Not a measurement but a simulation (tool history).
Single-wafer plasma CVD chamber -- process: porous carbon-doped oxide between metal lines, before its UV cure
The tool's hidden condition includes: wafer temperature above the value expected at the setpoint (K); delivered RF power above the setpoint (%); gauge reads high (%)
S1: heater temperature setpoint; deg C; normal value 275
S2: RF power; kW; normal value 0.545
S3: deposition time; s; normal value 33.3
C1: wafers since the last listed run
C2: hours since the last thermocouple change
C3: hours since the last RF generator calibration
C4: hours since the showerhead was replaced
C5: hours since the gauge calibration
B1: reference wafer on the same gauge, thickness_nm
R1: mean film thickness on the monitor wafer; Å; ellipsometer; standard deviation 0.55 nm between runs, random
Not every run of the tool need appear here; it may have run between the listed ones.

run	hour	S1	S2	S3	C1	C2	C3	C4	C5	B1	R1
1	0	275	0.545	33.3	0	1521.6	1071.2	6413.6	98.2	215.06	2045.26
2	46	275	0.545	33.3	594	1567.6	1117.2	6459.6	144.2	214.882	2042
3	115.2	275	0.545	33.3	894	1636.8	1186.4	6528.8	213.4	215.005	2032.38
4	154.4	275	0.545	33.3	506	1676	1225.6	6568	252.6	215.203	2040.7
5	193.6	275	0.545	31.8	506	1715.2	1264.8	6607.2	291.8	214.859	1947.39
# hour 290.4: showerhead replaced
6	327.2	275	0.52	33.3	1623	1848.8	1398.4	36.8	425.4	215.049	1956.39
7	385	275	0.52	33.3	747	1906.6	1456.2	94.6	483.2	214.939	1964.95
8	431.9	275	0.52	33.3	606	1953.5	1503.1	141.5	530.1	214.799	1946.85
9	496.4	275	0.545	33.3	833	2018	1567.6	206	594.6	215.119	2031.03
10	565.5	275	0.545	33.3	893	2087.1	1636.7	275.1	663.7	214.893	2021.67
# hour 587.7: thermocouple changed; heater temperature recalibrated
11	603.6	275	0.545	33.3	389	15.9	1674.8	313.2	701.8	215.008	2070.44
12	665.1	281	0.63	33.3	794	77.4	1736.3	374.7	763.3	215.03	2203.18
13	703.7	281	0.63	33.3	498	116	1774.9	413.3	801.9	214.979	2192.95
14	745.3	286	0.605	27.3	537	157.6	1816.5	454.9	843.5	215.006	1699.13
15	799.5	288	0.65	36.6	700	211.8	1870.7	509.1	897.7	215.081	2358.9
16	861.7	275	0.545	33.3	803	274	1932.9	571.3	959.9	214.94	2067.92
17	916.3	266	0.51	37.6	705	328.6	1987.5	625.9	1014.5	214.931	2342.9
18	991.1	275	0.545	31.8	966	403.4	2062.3	700.7	1089.3	215.078	1972.31
19	1061.7	286	0.545	33.3	912	474	2132.9	771.3	1159.9	215.106	1903.35
20	1105.9	275	0.5	37.1	571	518.2	2177.1	815.5	1204.1	214.999	2133.92
21	1176.8	268	0.485	29.1	916	589.1	2248	886.4	1275	215.083	1728.01
# hour 1179.7: gauge calibrated
22	1210.9	270	0.625	38.7	440	623.2	2282.1	920.5	31.2	215.237	2728.19
# hour 1246.6: RF generator calibrated
23	1268.3	275	0.545	39.2	638	680.6	21.7	977.9	88.6	215.038	2439.61
24	1328.7	271	0.545	36.4	780	741	82.1	1038.3	149	214.954	2336.52
25	1356.5	279	0.545	30.5	359	768.8	109.9	1066.1	176.8	214.974	1858.67
26	1415.8	282	0.46	36.3	766	828.1	169.2	1125.4	236.1	215.076	1873.77
27	1462.8	287	0.515	38.6	607	875.1	216.2	1172.4	283.1	214.878	2124.95
28	1511.7	275	0.545	33.3	632	924	265.1	1221.3	332	214.94	2073.22
29	1550	289	0.545	33.3	495	962.3	303.4	1259.6	370.3	215.249	1883.72
30	1591	275	0.545	33.3	529	1003.3	344.4	1300.6	411.3	215.135	2067.84
31	1656	275	0.545	33.3	840	1068.3	409.4	1365.6	476.3	215.015	2057.02
32	1725.5	264	0.545	33.3	898	1137.8	478.9	1435.1	545.8	215.088	2213.23
33	1793.1	285	0.545	33.3	873	1205.4	546.5	1502.7	613.4	214.93	1921.79
34	1848.7	288	0.495	28.4	718	1261	602.1	1558.3	669	215.041	1498.68
35	1904.1	280	0.635	39.9	716	1316.4	657.5	1613.7	724.4	214.94	2641.26

Measured less the same run without the tool's hidden state. The same run-to-run variation is in both; the gauge's scatter may not be:
run	R1
1	-63.46
2	-64.93
3	-66.92
4	-68.47
5	-66.54
6	-70.83
7	-72.81
8	-73.45
9	-78.49
10	-80.07
11	-38.03
12	-41.35
13	-42.25
14	-33.54
15	-47.57
16	-44.97
17	-53.39
18	-46.09
19	-45.53
20	-53.49
21	-45.21
22	-70.5
23	-23.73
24	-27.66
25	-23
26	-27.58
27	-32.21
28	-35.45
29	-32.38
30	-39.74
31	-42.93
32	-51.32
33	-45.11
34	-36.72
35	-68.4

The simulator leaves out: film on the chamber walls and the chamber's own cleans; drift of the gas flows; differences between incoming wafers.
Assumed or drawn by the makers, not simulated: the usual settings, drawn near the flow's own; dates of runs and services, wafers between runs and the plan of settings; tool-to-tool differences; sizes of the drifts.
